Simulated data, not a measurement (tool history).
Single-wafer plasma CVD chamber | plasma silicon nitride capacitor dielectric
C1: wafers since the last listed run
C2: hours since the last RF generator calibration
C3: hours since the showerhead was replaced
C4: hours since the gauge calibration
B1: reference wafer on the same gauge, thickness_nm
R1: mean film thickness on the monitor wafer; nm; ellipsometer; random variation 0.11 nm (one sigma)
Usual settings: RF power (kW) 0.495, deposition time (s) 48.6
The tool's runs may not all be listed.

{"run": 1, "hour": 0.0, "RF power (kW)": 0.495, "deposition time (s)": 55.3, "C1": 0, "C2": 2244.6, "C3": 4939.4, "C4": 328.5, "B1": 74.202, "R1": 78.472}
{"run": 2, "hour": 53.9, "RF power (kW)": 0.495, "deposition time (s)": 55.3, "C1": 1079, "C2": 2298.5, "C3": 4993.3, "C4": 382.4, "B1": 74.197, "R1": 78.635}
{"run": 3, "hour": 125.6, "RF power (kW)": 0.495, "deposition time (s)": 52.5, "C1": 1435, "C2": 2370.2, "C3": 5065, "C4": 454.1, "B1": 74.215, "R1": 74.56}
{"run": 4, "hour": 306.0, "RF power (kW)": 0.475, "deposition time (s)": 48.6, "C1": 3612, "C2": 2550.6, "C3": 5245.4, "C4": 634.5, "B1": 74.216, "R1": 68.232}
{"run": 5, "hour": 376.6, "RF power (kW)": 0.495, "deposition time (s)": 54.9, "C1": 1413, "C2": 2621.2, "C3": 5316, "C4": 705.1, "B1": 74.18, "R1": 77.794}
{"run": 6, "hour": 421.8, "RF power (kW)": 0.44, "deposition time (s)": 48.6, "C1": 905, "C2": 2666.4, "C3": 5361.2, "C4": 750.3, "B1": 74.185, "R1": 67.156}
{"hour": 464.4, "done": "RF generator calibrated"}
{"run": 7, "hour": 464.9, "RF power (kW)": 0.535, "deposition time (s)": 48.6, "C1": 702, "C2": 0.5, "C3": 5404.3, "C4": 793.4, "B1": 74.186, "R1": 71.71}
{"hour": 490.2, "done": "gauge calibrated"}
{"run": 8, "hour": 523.5, "RF power (kW)": 0.535, "deposition time (s)": 48.6, "C1": 1173, "C2": 59.1, "C3": 5462.9, "C4": 33.3, "B1": 74.202, "R1": 71.733}
{"hour": 537.0, "done": "showerhead replaced"}
{"run": 9, "hour": 557.7, "RF power (kW)": 0.495, "deposition time (s)": 39.4, "C1": 524, "C2": 93.3, "C3": 20.7, "C4": 67.5, "B1": 74.19, "R1": 56.888}
{"run": 10, "hour": 603.2, "RF power (kW)": 0.47, "deposition time (s)": 52.1, "C1": 911, "C2": 138.8, "C3": 66.2, "C4": 113, "B1": 74.217, "R1": 74.512}
{"run": 11, "hour": 656.5, "RF power (kW)": 0.45, "deposition time (s)": 53, "C1": 1067, "C2": 192.1, "C3": 119.5, "C4": 166.3, "B1": 74.2, "R1": 75.29}
{"run": 12, "hour": 700.8, "RF power (kW)": 0.495, "deposition time (s)": 55.3, "C1": 886, "C2": 236.4, "C3": 163.8, "C4": 210.6, "B1": 74.19, "R1": 79.889}
{"run": 13, "hour": 769.6, "RF power (kW)": 0.575, "deposition time (s)": 56.9, "C1": 1377, "C2": 305.2, "C3": 232.6, "C4": 279.4, "B1": 74.181, "R1": 85.31}
{"run": 14, "hour": 797.2, "RF power (kW)": 0.445, "deposition time (s)": 48.6, "C1": 552, "C2": 332.8, "C3": 260.2, "C4": 307, "B1": 74.211, "R1": 68.569}
{"run": 15, "hour": 825.4, "RF power (kW)": 0.435, "deposition time (s)": 57.2, "C1": 564, "C2": 361, "C3": 288.4, "C4": 335.2, "B1": 74.192, "R1": 80.252}

4 ways to go on from here, each from the tool as it stands after run 15. What would each give?
{"run": "A", "hour": 825.8, "RF power (kW)": 0.495, "deposition time (s)": 48.6, "C1": 8, "C2": 361.4, "C3": 288.8, "C4": 335.6, "B1": "?", "R1": "?"}
{"run": "B", "hour": 825.8, "RF power (kW)": 0.575, "deposition time (s)": 48.6, "C1": 8, "C2": 361.4, "C3": 288.8, "C4": 335.6, "B1": "?", "R1": "?"}
{"run": "C", "hour": 825.8, "RF power (kW)": 0.495, "deposition time (s)": 42.5, "C1": 8, "C2": 361.4, "C3": 288.8, "C4": 335.6, "B1": "?", "R1": "?"}
{"run": "D", "hour": 825.8, "RF power (kW)": 0.425, "deposition time (s)": 48.6, "C1": 8, "C2": 361.4, "C3": 288.8, "C4": 335.6, "B1": "?", "R1": "?"}

run=A B1=74.205 R1=70.514
run=B B1=74.205 R1=73.063
run=C B1=74.205 R1=61.664
run=D B1=74.205 R1=68.093
Without the tool's hidden state the same runs would have given:
run=A R1=70.725
run=B R1=73.282
run=C R1=61.848
run=D R1=68.297
